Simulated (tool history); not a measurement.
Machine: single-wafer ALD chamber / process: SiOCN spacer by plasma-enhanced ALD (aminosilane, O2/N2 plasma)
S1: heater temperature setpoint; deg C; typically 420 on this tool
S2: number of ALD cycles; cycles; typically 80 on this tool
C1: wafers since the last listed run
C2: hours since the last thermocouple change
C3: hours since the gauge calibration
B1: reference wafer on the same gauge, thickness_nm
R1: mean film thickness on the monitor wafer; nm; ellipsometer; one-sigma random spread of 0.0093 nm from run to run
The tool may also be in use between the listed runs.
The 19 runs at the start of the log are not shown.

{"run": 20, "day": 23.258, "S1": 420, "S2": 80, "C1": 70, "C2": 106.9, "C3": 596.3, "B1": 3.62, "R1": 3.714}
{"run": 21, "day": 24.004, "S1": 420, "S2": 80, "C1": 53, "C2": 124.8, "C3": 614.2, "B1": 3.617, "R1": 3.718}
{"run": 22, "day": 25.388, "S1": 420, "S2": 80, "C1": 99, "C2": 158, "C3": 647.4, "B1": 3.62, "R1": 3.73}
{"run": 23, "day": 26.075, "S1": 426, "S2": 88, "C1": 49, "C2": 174.5, "C3": 663.9, "B1": 3.616, "R1": 3.998}
{"day": 27.254, "done": "gauge calibrated"}
{"run": 24, "day": 27.429, "S1": 411, "S2": 67, "C1": 97, "C2": 207, "C3": 4.2, "B1": 3.618, "R1": 3.219}
{"run": 25, "day": 28.762, "S1": 427, "S2": 69, "C1": 96, "C2": 239, "C3": 36.2, "B1": 3.621, "R1": 3.113}
{"run": 26, "day": 29.312, "S1": 409, "S2": 88, "C1": 39, "C2": 252.2, "C3": 49.4, "B1": 3.617, "R1": 4.238}
{"run": 27, "day": 29.912, "S1": 420, "S2": 80, "C1": 43, "C2": 266.6, "C3": 63.8, "B1": 3.619, "R1": 3.706}
{"run": 28, "day": 30.833, "S1": 427, "S2": 90, "C1": 66, "C2": 288.7, "C3": 85.9, "B1": 3.622, "R1": 4.056}
{"run": 29, "day": 32.1, "S1": 429, "S2": 80, "C1": 91, "C2": 319.1, "C3": 116.3, "B1": 3.621, "R1": 3.594}
{"run": 30, "day": 32.925, "S1": 420, "S2": 73, "C1": 59, "C2": 338.9, "C3": 136.1, "B1": 3.618, "R1": 3.399}
{"run": 31, "day": 33.95, "S1": 408, "S2": 88, "C1": 73, "C2": 363.5, "C3": 160.7, "B1": 3.619, "R1": 4.254}
{"run": 32, "day": 35.396, "S1": 413, "S2": 88, "C1": 104, "C2": 398.2, "C3": 195.4, "B1": 3.619, "R1": 4.186}
{"run": 33, "day": 35.988, "S1": 420, "S2": 93, "C1": 42, "C2": 412.4, "C3": 209.6, "B1": 3.62, "R1": 4.319}

Alternative continuations, all from the tool just after run 33; predict every row:
{"run": "A", "day": 36.012, "S1": 420, "S2": 80, "C1": 1, "C2": 413, "C3": 210.2, "B1": "?", "R1": "?"}
{"run": "B", "day": 36.012, "S1": 420, "S2": 69, "C1": 1, "C2": 413, "C3": 210.2, "B1": "?", "R1": "?"}
{"run": "C", "day": 36.012, "S1": 431, "S2": 90, "C1": 1, "C2": 413, "C3": 210.2, "B1": "?", "R1": "?"}
{"run": "D", "day": 36.012, "S1": 432, "S2": 92, "C1": 1, "C2": 413, "C3": 210.2, "B1": "?", "R1": "?"}
{"run": "E", "day": 36.012, "S1": 413, "S2": 84, "C1": 1, "C2": 413, "C3": 210.2, "B1": "?", "R1": "?"}

run=A B1=3.622 R1=3.717
run=B B1=3.622 R1=3.206
run=C B1=3.622 R1=4.014
run=D B1=3.622 R1=4.088
run=E B1=3.622 R1=4.002
With no hidden state in the tool, these same runs would have given:
run=A R1=3.714
run=B R1=3.203
run=C R1=4.011
run=D R1=4.085
run=E R1=3.999

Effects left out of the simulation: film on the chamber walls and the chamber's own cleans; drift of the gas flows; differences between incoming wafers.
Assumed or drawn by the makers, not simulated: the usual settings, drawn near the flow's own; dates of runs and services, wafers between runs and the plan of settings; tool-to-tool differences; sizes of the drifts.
